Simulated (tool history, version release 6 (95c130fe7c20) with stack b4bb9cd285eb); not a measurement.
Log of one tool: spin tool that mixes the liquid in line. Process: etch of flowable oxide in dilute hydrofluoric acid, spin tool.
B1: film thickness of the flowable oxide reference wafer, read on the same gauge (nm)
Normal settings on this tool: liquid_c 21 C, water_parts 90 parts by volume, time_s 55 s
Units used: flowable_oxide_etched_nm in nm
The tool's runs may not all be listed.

Run 1, day 0: usual settings but time_s 65 s; B1 130.01. Result: flowable_oxide_etched_nm 49.56 nm.
Run 2, day 0.575: usual settings but time_s 65 s; B1 129.99. Result: flowable_oxide_etched_nm 50.23 nm.
Run 3, day 1.096: usual settings but time_s 65 s; B1 130.01. Result: flowable_oxide_etched_nm 50.29 nm.
Run 4, day 1.779: usual settings but liquid_c 24 C; B1 130. Result: flowable_oxide_etched_nm 47.67 nm.
Run 5, day 2.329: usual settings; B1 129.94. Result: flowable_oxide_etched_nm 42.62 nm.
Run 6, day 4.512: usual settings; B1 130.03. Result: flowable_oxide_etched_nm 42.83 nm.
Run 7, day 4.983: usual settings; B1 130. Result: flowable_oxide_etched_nm 42.49 nm.
Run 8, day 5.646: usual settings; B1 130.05. Result: flowable_oxide_etched_nm 42.95 nm.
Run 9, day 6.338: usual settings but time_s 40 s; B1 129.98. Result: flowable_oxide_etched_nm 31.42 nm.
Run 10, day 7.004: usual settings but time_s 45 s; B1 129.96. Result: flowable_oxide_etched_nm 35.46 nm.
Run 11, day 7.725: usual settings but time_s 45 s; B1 130. Result: flowable_oxide_etched_nm 35.47 nm.
Run 12, day 8.196: usual settings but time_s 45 s; B1 130.05. Result: flowable_oxide_etched_nm 35.26 nm.
Run 13, day 8.862: usual settings but liquid_c 18.5 C; B1 130. Result: flowable_oxide_etched_nm 39.11 nm.
Run 14, day 9.188: usual settings but liquid_c 18.5 C; B1 130.04. Result: flowable_oxide_etched_nm 39.01 nm.
Run 15, day 9.896: usual settings but time_s 70 s; B1 129.99. Result: flowable_oxide_etched_nm 55.27 nm.
At day 10.121: thermometer replaced.
Run 16, day 10.421: usual settings but water_parts 105 parts by volume; B1 129.99. Result: flowable_oxide_etched_nm 32.99 nm.
At day 10.929: hydrofluoric acid flow meter replaced.
Run 17, day 10.95: usual settings but liquid_c 18.5 C, water_parts 120 parts by volume, time_s 35 s; B1 130. Result: flowable_oxide_etched_nm 15.07 nm.
Run 18, day 11.571: usual settings but liquid_c 18 C; B1 130.06. Result: flowable_oxide_etched_nm 32.27 nm.
Run 19, day 12.129: usual settings but water_parts 125 parts by volume, time_s 85 s; B1 130. Result: flowable_oxide_etched_nm 39.17 nm.
At day 12.142: gauge calibrated.
Run 20, day 12.796: usual settings but liquid_c 24 C, time_s 40 s; B1 129.99. Result: flowable_oxide_etched_nm 29.87 nm.
Run 21, day 13.046: usual settings but water_parts 55 parts by volume, time_s 25 s; B1 130.05. Result: flowable_oxide_etched_nm 28.25 nm.
Run 22, day 13.612: usual settings but liquid_c 17 C, water_parts 45 parts by volume, time_s 25 s; B1 130.01. Result: flowable_oxide_etched_nm 29.5 nm.
Run 23, day 13.892: usual settings but water_parts 105 parts by volume, time_s 35 s; B1 129.99. Result: flowable_oxide_etched_nm 19.54 nm.
Run 24, day 14.308: usual settings but water_parts 120 parts by volume, time_s 45 s; B1 129.96. Result: flowable_oxide_etched_nm 21.68 nm.
Run 25, day 16.175: usual settings but liquid_c 17 C, water_parts 125 parts by volume; B1 129.97. Result: flowable_oxide_etched_nm 21.7 nm.
Run 26, day 16.692: usual settings but liquid_c 18 C; B1 130.02. Result: flowable_oxide_etched_nm 32.45 nm.
Run 27, day 16.988: usual settings but liquid_c 23.5 C, water_parts 55 parts by volume; B1 130. Result: flowable_oxide_etched_nm 69.83 nm.
Run 28, day 17.412: usual settings but liquid_c 24 C, time_s 40 s; B1 129.96. Result: flowable_oxide_etched_nm 30.23 nm.
Run 29, day 18.054: usual settings but liquid_c 19.5 C, time_s 70 s; B1 130.03. Result: flowable_oxide_etched_nm 43.9 nm.
Run 30, day 18.338: usual settings but liquid_c 19.5 C, water_parts 70 parts by volume, time_s 75 s; B1 129.96. Result: flowable_oxide_etched_nm 62.5 nm.
Run 31, day 18.883: usual settings but liquid_c 23 C, water_parts 115 parts by volume; B1 130.05. Result: flowable_oxide_etched_nm 30.71 nm.
Run 32, day 19.621: usual settings; B1 129.98. Result: flowable_oxide_etched_nm 36.9 nm.
Run 33, day 20.092: usual settings but time_s 20 s; B1 130.03. Result: flowable_oxide_etched_nm 13.6 nm.
Run 34, day 20.542: usual settings; B1 129.98. Result: flowable_oxide_etched_nm 37.25 nm.
Run 35, day 20.808: usual settings but liquid_c 17 C; B1 129.97. Result: flowable_oxide_etched_nm 31.49 nm.

Forecast each of these 3 alternatives for the next run:
Run A, day 20.825: usual settings; B1 ?. Result: flowable_oxide_etched_nm ?.
Run B, day 20.825: usual settings but liquid_c 17 C, water_parts 50 parts by volume; B1 ?. Result: flowable_oxide_etched_nm ?.
Run C, day 20.825: usual settings but liquid_c 26 C, water_parts 75 parts by volume, time_s 20 s; B1 ?. Result: flowable_oxide_etched_nm ?.

run      B1  flowable_oxide_etched_nm
  A  130.02                     37.22
  B  130.02                     59.26
  C  130.02                     20.23
Take away the tool's hidden state, keep each run's random variation, and the runs would have read:
run  flowable_oxide_etched_nm
  A                     35.59
  B                     56.63
  C                     19.36
